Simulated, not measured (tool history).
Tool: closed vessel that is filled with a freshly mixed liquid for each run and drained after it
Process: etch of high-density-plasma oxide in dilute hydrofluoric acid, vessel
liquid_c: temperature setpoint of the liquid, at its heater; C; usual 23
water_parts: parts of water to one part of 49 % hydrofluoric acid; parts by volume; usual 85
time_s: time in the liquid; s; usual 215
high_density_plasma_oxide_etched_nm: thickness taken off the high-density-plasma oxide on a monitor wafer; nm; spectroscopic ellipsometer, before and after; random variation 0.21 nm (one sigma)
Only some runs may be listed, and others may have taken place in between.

run,hour,liquid_c,water_parts,time_s,wafers since the last listed run,hours since the thermometer was replaced,hours since the hydrofluoric acid flow meter was replaced,hours since the gauge calibration,"read-back film thickness of the high-density-plasma oxide reference wafer, read on the same gauge (nm)",high_density_plasma_oxide_etched_nm
1,0,23,85,215,0,1751.8,326.9,261,70.01,29.39
2,36.2,23,85,315,4469,1788,363.1,297.2,70.02,42.56
3,79.8,23,85,315,5383,1831.6,406.7,340.8,70.03,42.61
4,147.5,23,85,215,8359,1899.3,474.4,408.5,69.96,29.13
# hour 156.9: gauge calibrated
5,195.9,26.5,85,270,5976,1947.7,522.8,39,69.97,42.5
6,255.9,26.5,85,270,7408,2007.7,582.8,99,70.01,42.42
7,315,26.5,85,270,7297,2066.8,641.9,158.1,70.03,42.53
# hour 335.6: thermometer replaced
8,339.4,23,85,215,2889,3.8,666.3,182.5,70.06,30.58
9,376.1,23,85,215,4531,40.5,703,219.2,69.99,30.37
10,402.2,23,85,215,3222,66.6,729.1,245.3,70.01,30.84
11,426.8,23,85,215,3037,91.2,753.7,269.9,69.98,30.54
# hour 456.6: thermometer replaced, repeated, since the last time left the tool worse
# hour 477.3: hydrofluoric acid flow meter replaced
12,497.8,19.5,85,215,8519,41.2,20.5,340.9,69.99,24.09
13,522.9,23,95,130,3099,66.3,45.6,366,69.96,14.49
14,550.1,23,115,215,3358,93.5,72.8,393.2,70.05,19.35
# hour 585.3: gauge calibrated
15,593,18,50,165,5297,136.4,115.7,7.7,69.99,30.57
16,631.5,26.5,85,270,4753,174.9,154.2,46.2,69.98,38.95
17,694.4,27,110,145,7766,237.8,217.1,109.1,69.96,16.05
18,719.5,23,70,215,3099,262.9,242.2,134.2,70.07,34.31
19,762.9,23,85,215,5358,306.3,285.6,177.6,69.99,27.58
20,876.1,23,85,215,13977,419.5,398.8,290.8,70.02,27.54
21,935.2,26,75,140,7297,478.6,457.9,349.9,69.96,23.2

Some steps in high_density_plasma_oxide_etched_nm between neighbouring runs. How much of each would the tool show without its hidden state too (settings, what came in, random variation), and how much is left for the hidden state, with any gauge scatter that isn't in both results?
Hidden conditions of the tool in this case: liquid hotter than its thermometer reads (K); hydrofluoric acid flow below the setpoint (%); gauge reads high (%).
Run 1 -> 2: time_s 215 -> 315. high_density_plasma_oxide_etched_nm +13.17 nm: hidden state +0.92, all else +12.25.
Run 11 -> 12: liquid_c 23 -> 19.5, thermometer replaced, repeated, since the last time left the tool worse, hydrofluoric acid flow meter replaced. high_density_plasma_oxide_etched_nm -6.45 nm: hidden state -3.55, all else -2.9.
Run 16 -> 17: liquid_c 26.5 -> 27, water_parts 85 -> 110, time_s 270 -> 145. high_density_plasma_oxide_etched_nm -22.9 nm: hidden state -0.19, all else -22.71.
Run 17 -> 18: liquid_c 27 -> 23, water_parts 110 -> 70, time_s 145 -> 215. high_density_plasma_oxide_etched_nm +18.26 nm: hidden state +0.26, all else +18.
